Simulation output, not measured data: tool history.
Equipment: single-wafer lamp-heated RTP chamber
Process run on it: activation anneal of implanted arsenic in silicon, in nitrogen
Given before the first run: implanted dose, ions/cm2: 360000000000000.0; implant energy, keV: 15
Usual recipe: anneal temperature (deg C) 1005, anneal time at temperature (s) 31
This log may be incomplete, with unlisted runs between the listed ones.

run	hour	anneal temperature (deg C)	anneal time at temperature (s)	wafers since the last listed run	wafers since the last pyrometer calibration	wafers since the reflector plate was cleaned	hours since the gauge calibration	read-back reference wafer on the same gauge, sheet resistance	sheet resistance of the implanted and annealed layer (ohm/square)
1	0	1005	31	0	450	5953	184.2	195.05	236.22
2	17.3	1005	31	208	658	6161	201.5	195.04	235.82
3	25.1	996	22	93	752	6255	209.3	195.05	239.36
4	34	996	22	107	859	6362	218.2	194.98	239.55
5	51.1	1017	31	205	1065	6568	235.3	195.02	233.93
6	64.7	1017	31	163	1229	6731	248.9	194.93	232.66
7	79.4	1005	26	176	1406	6908	263.6	195.06	236.74
8	94.3	1005	31	179	1585	7088	278.5	194.9	235.76
9	110.2	1005	31	191	1776	7279	294.4	195	236.3
10	120.7	1005	31	126	1903	7405	304.9	194.99	235.28
11	137.1	1005	39	197	2100	7603	321.3	195.08	233.4
12	143.6	1005	39	78	2178	7681	327.8	195.02	233.53
# hour 153.2: pyrometer window cleaned and pyrometer calibrated
# hour 185.6: reflector plate cleaned
13	193.4	1005	39	406	387	93	377.6	195	234.71
14	208.5	1005	31	181	569	275	392.7	195.04	236.03
15	221.9	1005	31	161	730	436	406.1	194.97	236.04
16	239.5	1005	31	211	942	648	423.7	195	235.42
# hour 253.1: gauge calibrated
17	275.3	1005	48	430	1373	1079	22.2	195.02	231.4
18	285.2	1005	48	119	1492	1198	32.1	194.99	231.88
19	296.2	1031	39	132	1625	1330	43.1	195.01	228.03
20	304	985	14	93	1719	1424	50.9	195.01	241.75
# hour 344.6: pyrometer window cleaned and pyrometer calibrated
21	345.1	1015	38	398	6	1823	92	195	234.17
22	346	996	23	10	17	1833	92.9	194.99	239.22
23	363.5	986	26	210	227	2044	110.4	194.98	239.59
24	371.8	1033	24	99	327	2144	118.7	195.01	233.68
25	384.1	1005	31	148	475	2292	131	194.99	236.31
26	395.6	996	22	138	614	2430	142.5	195.14	239.72
27	408.5	977	17	155	769	2586	155.4	194.98	241.91

The next listed run, before its measurement:
28	416.5	1018	31	96	865	2682	163.4	?	?

read-back reference wafer on the same gauge, sheet resistance: 194.96
sheet resistance of the implanted and annealed layer (ohm/square): 233.93
With no hidden state in the tool, this same run would have given sheet resistance of the implanted and annealed layer (ohm/square) 235.57.
